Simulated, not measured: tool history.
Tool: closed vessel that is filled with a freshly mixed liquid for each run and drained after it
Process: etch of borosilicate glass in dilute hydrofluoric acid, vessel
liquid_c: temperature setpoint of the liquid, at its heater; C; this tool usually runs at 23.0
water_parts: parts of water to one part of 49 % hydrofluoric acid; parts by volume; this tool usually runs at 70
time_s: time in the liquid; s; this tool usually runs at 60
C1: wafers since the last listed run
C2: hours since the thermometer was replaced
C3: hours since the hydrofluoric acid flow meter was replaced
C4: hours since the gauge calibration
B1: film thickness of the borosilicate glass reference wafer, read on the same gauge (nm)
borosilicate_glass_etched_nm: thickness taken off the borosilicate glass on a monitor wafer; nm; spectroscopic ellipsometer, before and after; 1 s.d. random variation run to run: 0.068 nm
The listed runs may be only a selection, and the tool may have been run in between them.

Run 1, day 0.000: usual settings; C1 0; C2 856.3; C3 1962.8; C4 29.0; B1 130.01. Result: borosilicate_glass_etched_nm 16.14 nm.
Run 2, day 0.912: usual settings; C1 2507; C2 878.2; C3 1984.7; C4 50.9; B1 129.99. Result: borosilicate_glass_etched_nm 16.18 nm.
Run 3, day 2.408: usual settings; C1 4110; C2 914.1; C3 2020.6; C4 86.8; B1 130.01. Result: borosilicate_glass_etched_nm 16.02 nm.
Run 4, day 3.658: usual settings; C1 3434; C2 944.1; C3 2050.6; C4 116.8; B1 129.99. Result: borosilicate_glass_etched_nm 15.81 nm.
Run 5, day 4.908: usual settings; C1 3434; C2 974.1; C3 2080.6; C4 146.8; B1 130.02. Result: borosilicate_glass_etched_nm 15.95 nm.
Run 6, day 6.217: usual settings; C1 3594; C2 1005.5; C3 2112.0; C4 178.2; B1 130.01. Result: borosilicate_glass_etched_nm 15.77 nm.
Run 7, day 6.879: usual settings but liquid_c 26.5 C; C1 1820; C2 1021.4; C3 2127.9; C4 194.1; B1 130.00. Result: borosilicate_glass_etched_nm 18.10 nm.
Run 8, day 8.100: usual settings but liquid_c 26.5 C; C1 3354; C2 1050.7; C3 2157.2; C4 223.4; B1 130.02. Result: borosilicate_glass_etched_nm 18.11 nm.
At day 8.896: thermometer replaced.
At day 8.979: gauge calibrated.
At day 9.275: hydrofluoric acid flow meter replaced.
Run 9, day 9.404: usual settings but liquid_c 26.5 C; C1 3354; C2 12.2; C3 3.1; C4 10.2; B1 129.99. Result: borosilicate_glass_etched_nm 20.21 nm.
Run 10, day 10.642: usual settings but liquid_c 20.5 C, water_parts 55 parts by volume, time_s 85 s; C1 3400; C2 41.9; C3 32.8; C4 39.9; B1 130.00. Result: borosilicate_glass_etched_nm 28.78 nm.
Run 11, day 12.042: usual settings but water_parts 60 parts by volume, time_s 70 s; C1 3846; C2 75.5; C3 66.4; C4 73.5; B1 129.99. Result: borosilicate_glass_etched_nm 24.00 nm.
Run 12, day 12.750: usual settings but time_s 40 s; C1 1946; C2 92.5; C3 83.4; C4 90.5; B1 130.03. Result: borosilicate_glass_etched_nm 11.56 nm.
Run 13, day 13.538: usual settings; C1 2163; C2 111.4; C3 102.3; C4 109.4; B1 130.01. Result: borosilicate_glass_etched_nm 17.30 nm.
Run 14, day 14.679: usual settings but liquid_c 25.5 C, water_parts 50 parts by volume; C1 3136; C2 138.8; C3 129.7; C4 136.8; B1 130.01. Result: borosilicate_glass_etched_nm 27.25 nm.
Run 15, day 16.083: usual settings but liquid_c 27.0 C, water_parts 95 parts by volume, time_s 80 s; C1 3858; C2 172.5; C3 163.4; C4 170.5; B1 129.98. Result: borosilicate_glass_etched_nm 19.26 nm.
Run 16, day 16.621: usual settings but liquid_c 26.5 C; C1 1476; C2 185.4; C3 176.3; C4 183.4; B1 130.00. Result: borosilicate_glass_etched_nm 19.70 nm.
Run 17, day 17.812: usual settings but liquid_c 27.0 C, time_s 85 s; C1 3274; C2 214.0; C3 204.9; C4 212.0; B1 130.00. Result: borosilicate_glass_etched_nm 28.46 nm.
Run 18, day 18.804: usual settings but water_parts 100 parts by volume; C1 2724; C2 237.8; C3 228.7; C4 235.8; B1 130.02. Result: borosilicate_glass_etched_nm 11.48 nm.

Each row is a separate what-if for the run after 18, all from the same tool condition, not one after another. Results?
Run A, day 18.833: usual settings but time_s 80 s; C1 80; C2 238.5; C3 229.4; C4 236.5; B1 ?. Result: borosilicate_glass_etched_nm ?.
Run B, day 18.833: usual settings but liquid_c 20.5 C, water_parts 55 parts by volume, time_s 50 s; C1 80; C2 238.5; C3 229.4; C4 236.5; B1 ?. Result: borosilicate_glass_etched_nm ?.
Run C, day 18.833: usual settings but water_parts 40 parts by volume; C1 80; C2 238.5; C3 229.4; C4 236.5; B1 ?. Result: borosilicate_glass_etched_nm ?.

run      B1  borosilicate_glass_etched_nm
  A  130.00                         22.56
  B  130.00                         16.46
  C  130.00                         30.75
Without the tool's hidden state the same runs would have given:
run  borosilicate_glass_etched_nm
  A                         23.29
  B                         17.01
  C                         31.77
